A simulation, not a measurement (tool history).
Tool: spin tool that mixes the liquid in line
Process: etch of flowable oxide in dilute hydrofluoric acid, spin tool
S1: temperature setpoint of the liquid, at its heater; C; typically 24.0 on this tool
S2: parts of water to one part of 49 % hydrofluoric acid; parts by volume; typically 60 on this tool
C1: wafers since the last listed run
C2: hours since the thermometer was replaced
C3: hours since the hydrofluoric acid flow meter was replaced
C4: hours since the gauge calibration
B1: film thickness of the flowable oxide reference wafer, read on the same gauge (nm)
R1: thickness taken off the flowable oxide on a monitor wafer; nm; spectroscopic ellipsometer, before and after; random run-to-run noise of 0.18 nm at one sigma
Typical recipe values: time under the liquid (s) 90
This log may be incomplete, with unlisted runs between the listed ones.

run 1 hour=0.0 | S1=24.0 S2=60 time_under_the_liquid_(s)=90 | C1=0 C2=2363.3 C3=2088.1 C4=53.2 | B1=69.97 | R1=55.18
run 2 hour=13.3 | S1=24.0 S2=60 time_under_the_liquid_(s)=90 | C1=143 C2=2376.6 C3=2101.4 C4=66.5 | B1=69.97 | R1=54.98
run 3 hour=25.2 | S1=24.0 S2=40 time_under_the_liquid_(s)=50 | C1=128 C2=2388.5 C3=2113.3 C4=78.4 | B1=70.00 | R1=46.92
run 4 hour=32.4 | S1=24.0 S2=40 time_under_the_liquid_(s)=50 | C1=77 C2=2395.7 C3=2120.5 C4=85.6 | B1=69.99 | R1=47.02
run 5 hour=49.0 | S1=24.0 S2=40 time_under_the_liquid_(s)=50 | C1=178 C2=2412.3 C3=2137.1 C4=102.2 | B1=70.00 | R1=46.87
run 6 hour=62.3 | S1=24.0 S2=60 time_under_the_liquid_(s)=90 | C1=143 C2=2425.6 C3=2150.4 C4=115.5 | B1=70.00 | R1=55.00
run 7 hour=75.1 | S1=24.0 S2=60 time_under_the_liquid_(s)=90 | C1=137 C2=2438.4 C3=2163.2 C4=128.3 | B1=70.00 | R1=55.57
run 8 hour=88.1 | S1=24.0 S2=60 time_under_the_liquid_(s)=90 | C1=140 C2=2451.4 C3=2176.2 C4=141.3 | B1=70.01 | R1=54.92
run 9 hour=98.5 | S1=24.0 S2=60 time_under_the_liquid_(s)=90 | C1=112 C2=2461.8 C3=2186.6 C4=151.7 | B1=69.99 | R1=55.25
-- hour=110.6 hydrofluoric acid flow meter replaced
run 10 hour=111.1 | S1=24.0 S2=60 time_under_the_liquid_(s)=90 | C1=124 C2=2474.4 C3=0.5 C4=164.3 | B1=69.98 | R1=48.47
run 11 hour=119.0 | S1=24.0 S2=60 time_under_the_liquid_(s)=90 | C1=85 C2=2482.3 C3=8.4 C4=172.2 | B1=69.99 | R1=48.09
run 12 hour=134.6 | S1=24.0 S2=60 time_under_the_liquid_(s)=90 | C1=168 C2=2497.9 C3=24.0 C4=187.8 | B1=70.00 | R1=48.33
run 13 hour=147.2 | S1=24.0 S2=60 time_under_the_liquid_(s)=90 | C1=135 C2=2510.5 C3=36.6 C4=200.4 | B1=70.01 | R1=48.39
run 14 hour=159.4 | S1=24.0 S2=60 time_under_the_liquid_(s)=90 | C1=131 C2=2522.7 C3=48.8 C4=212.6 | B1=69.99 | R1=48.12
-- hour=172.8 thermometer replaced
run 15 hour=173.3 | S1=21.0 S2=85 time_under_the_liquid_(s)=110 | C1=138 C2=0.5 C3=62.7 C4=226.5 | B1=69.99 | R1=35.78
-- hour=184.4 gauge calibrated
run 16 hour=189.1 | S1=24.0 S2=60 time_under_the_liquid_(s)=90 | C1=170 C2=16.3 C3=78.5 C4=4.7 | B1=70.01 | R1=48.24
run 17 hour=199.4 | S1=24.0 S2=60 time_under_the_liquid_(s)=90 | C1=110 C2=26.6 C3=88.8 C4=15.0 | B1=70.00 | R1=48.41
run 18 hour=214.0 | S1=21.0 S2=85 time_under_the_liquid_(s)=110 | C1=157 C2=41.2 C3=103.4 C4=29.6 | B1=69.99 | R1=35.79
run 19 hour=232.0 | S1=24.0 S2=45 time_under_the_liquid_(s)=90 | C1=193 C2=59.2 C3=121.4 C4=47.6 | B1=70.00 | R1=66.18
run 20 hour=247.3 | S1=28.5 S2=60 time_under_the_liquid_(s)=90 | C1=164 C2=74.5 C3=136.7 C4=62.9 | B1=70.01 | R1=58.16
run 21 hour=259.6 | S1=26.0 S2=70 time_under_the_liquid_(s)=105 | C1=132 C2=86.8 C3=149.0 C4=75.2 | B1=70.00 | R1=51.70
run 22 hour=266.2 | S1=28.5 S2=50 time_under_the_liquid_(s)=90 | C1=71 C2=93.4 C3=155.6 C4=81.8 | B1=70.01 | R1=70.88
run 23 hour=272.7 | S1=26.5 S2=60 time_under_the_liquid_(s)=70 | C1=70 C2=99.9 C3=162.1 C4=88.3 | B1=70.01 | R1=41.81
run 24 hour=279.6 | S1=27.0 S2=35 time_under_the_liquid_(s)=90 | C1=74 C2=106.8 C3=169.0 C4=95.2 | B1=70.01 | R1=97.48
run 25 hour=290.8 | S1=24.0 S2=50 time_under_the_liquid_(s)=55 | C1=120 C2=118.0 C3=180.2 C4=106.4 | B1=69.97 | R1=36.12
run 26 hour=303.6 | S1=24.0 S2=90 time_under_the_liquid_(s)=90 | C1=137 C2=130.8 C3=193.0 C4=119.2 | B1=69.99 | R1=31.30
run 27 hour=316.1 | S1=24.0 S2=45 time_under_the_liquid_(s)=90 | C1=134 C2=143.3 C3=205.5 C4=131.7 | B1=69.98 | R1=66.37
run 28 hour=329.1 | S1=24.0 S2=70 time_under_the_liquid_(s)=65 | C1=140 C2=156.3 C3=218.5 C4=144.7 | B1=70.01 | R1=29.94
run 29 hour=343.1 | S1=27.0 S2=45 time_under_the_liquid_(s)=90 | C1=150 C2=170.3 C3=232.5 C4=158.7 | B1=69.99 | R1=74.40

Below are 4 alternative next runs, each starting from the tool's condition after run 29. Predict each:
run A hour=343.5 | S1=25.5 S2=60 time_under_the_liquid_(s)=90 | C1=4 C2=170.7 C3=232.9 C4=159.1 | B1=? | R1=?
run B hour=343.5 | S1=24.0 S2=60 time_under_the_liquid_(s)=40 | C1=4 C2=170.7 C3=232.9 C4=159.1 | B1=? | R1=?
run C hour=343.5 | S1=24.0 S2=35 time_under_the_liquid_(s)=135 | C1=4 C2=170.7 C3=232.9 C4=159.1 | B1=? | R1=?
run D hour=343.5 | S1=27.0 S2=50 time_under_the_liquid_(s)=65 | C1=4 C2=170.7 C3=232.9 C4=159.1 | B1=? | R1=?

run=A B1=70.01 R1=52.24
run=B B1=70.01 R1=21.85
run=C B1=70.01 R1=130.60
run=D B1=70.01 R1=48.76
Had the tool no hidden state, the same runs would have come out as:
run=A R1=51.29
run=B R1=21.45
run=C R1=128.30
run=D R1=47.88
